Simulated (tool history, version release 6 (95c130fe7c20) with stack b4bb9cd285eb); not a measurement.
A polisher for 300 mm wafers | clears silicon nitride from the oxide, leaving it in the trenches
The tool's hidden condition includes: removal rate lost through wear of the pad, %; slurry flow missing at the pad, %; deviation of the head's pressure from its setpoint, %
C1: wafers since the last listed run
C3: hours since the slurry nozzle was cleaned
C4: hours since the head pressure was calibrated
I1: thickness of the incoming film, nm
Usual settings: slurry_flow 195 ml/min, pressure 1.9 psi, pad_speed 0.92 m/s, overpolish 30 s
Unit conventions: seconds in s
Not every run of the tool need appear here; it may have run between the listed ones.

Run 1, day 0: usual settings but overpolish 41 s; C1 0; wafers polished on this pad 122; C3 15.5; C4 457; I1 74.7. Result: seconds 114.2 s.
Run 2, day 2.408: usual settings but slurry_flow 245 ml/min; C1 529; wafers polished on this pad 651; C3 73.3; C4 514.8; I1 73.7. Result: seconds 117.6 s.
Run 3, day 3.454: usual settings; C1 229; wafers polished on this pad 881; C3 98.4; C4 539.9; I1 76.6. Result: seconds 128.8 s.
At day 5.779: worn pad replaced by a new one.
Run 4, day 6.146: usual settings; C1 555; wafers polished on this pad 80; C3 163; C4 604.5; I1 75. Result: seconds 115.4 s.
Run 5, day 8.167: usual settings; C1 444; wafers polished on this pad 524; C3 211.5; C4 653; I1 76. Result: seconds 123.6 s.
Run 6, day 10.433: usual settings but pad_speed 0.86 m/s; C1 498; wafers polished on this pad 1023; C3 265.9; C4 707.4; I1 75. Result: seconds 136.7 s.
Run 7, day 12.696: usual settings; C1 497; wafers polished on this pad 1520; C3 320.2; C4 761.7; I1 74.9. Result: seconds 134.3 s.
At day 13.192: worn pad replaced by a new one.
Run 8, day 14.008: usual settings; C1 251; wafers polished on this pad 179; C3 351.7; C4 793.2; I1 74.9. Result: seconds 121.1 s.
At day 15.658: head pressure recalibrated.
Run 9, day 15.85: usual settings but pad_speed 0.8 m/s; C1 386; wafers polished on this pad 565; C3 395.9; C4 4.6; I1 74.5. Result: seconds 136.6 s.
At day 17.821: slurry nozzle cleaned.
Run 10, day 18.738: usual settings but slurry_flow 170 ml/min, pad_speed 1.12 m/s, overpolish 44 s; C1 625; wafers polished on this pad 1191; C3 22; C4 73.9; I1 75.4. Result: seconds 106.2 s.
At day 20.671: worn pad replaced by a new one.
Run 11, day 21.212: usual settings but pressure 1.3 psi, pad_speed 1.2 m/s, overpolish 46 s; C1 507; wafers polished on this pad 119; C3 81.4; C4 133.3; I1 76. Result: seconds 131.6 s.
Run 12, day 23.004: usual settings; C1 393; wafers polished on this pad 512; C3 124.4; C4 176.3; I1 74.4. Result: seconds 119.7 s.
Run 13, day 24.883: usual settings but slurry_flow 170 ml/min, pressure 1.4 psi, pad_speed 0.7 m/s; C1 413; wafers polished on this pad 925; C3 169.5; C4 221.4; I1 75.3. Result: seconds 229.1 s.
Run 14, day 26.167: usual settings but slurry_flow 245 ml/min, pressure 1.3 psi; C1 282; wafers polished on this pad 1208; C3 200.3; C4 252.2; I1 75.5. Result: seconds 180.3 s.
At day 26.521: worn pad replaced by a new one.
Run 15, day 27.521: usual settings but slurry_flow 145 ml/min, pressure 2.2 psi, pad_speed 1.08 m/s, overpolish 47 s; C1 261; wafers polished on this pad 219; C3 232.8; C4 284.7; I1 76.1. Result: seconds 94 s.
Run 16, day 30.375: usual settings; C1 627; wafers polished on this pad 847; C3 301.3; C4 353.2; I1 75.4. Result: seconds 123.7 s.
Run 17, day 32.133: usual settings; C1 386; wafers polished on this pad 1233; C3 343.5; C4 395.4; I1 74. Result: seconds 125.1 s.
At day 32.425: worn pad replaced by a new one.
Run 18, day 34.1: usual settings but slurry_flow 165 ml/min, pad_speed 1.12 m/s; C1 395; wafers polished on this pad 368; C3 390.7; C4 442.6; I1 75. Result: seconds 102.3 s.

Branching from run 18: 3 alternative next runs. What would each branch give?
Run A, day 34.121: usual settings; C1 4; wafers polished on this pad 372; C3 391.2; C4 443.1; I1 74.9. Result: seconds ?.
Run B, day 34.121: usual settings but slurry_flow 140 ml/min, overpolish 22 s; C1 4; wafers polished on this pad 372; C3 391.2; C4 443.1; I1 74.9. Result: seconds ?.
Run C, day 34.121: usual settings but slurry_flow 260 ml/min, pressure 2.1 psi, overpolish 20 s; C1 4; wafers polished on this pad 372; C3 391.2; C4 443.1; I1 74.9. Result: seconds ?.

run  seconds
  A    114.3
  B    121.3
  C     99.9
With no hidden state in the tool, these same runs would have given:
run  seconds
  A    110.5
  B    117.3
  C     96.6
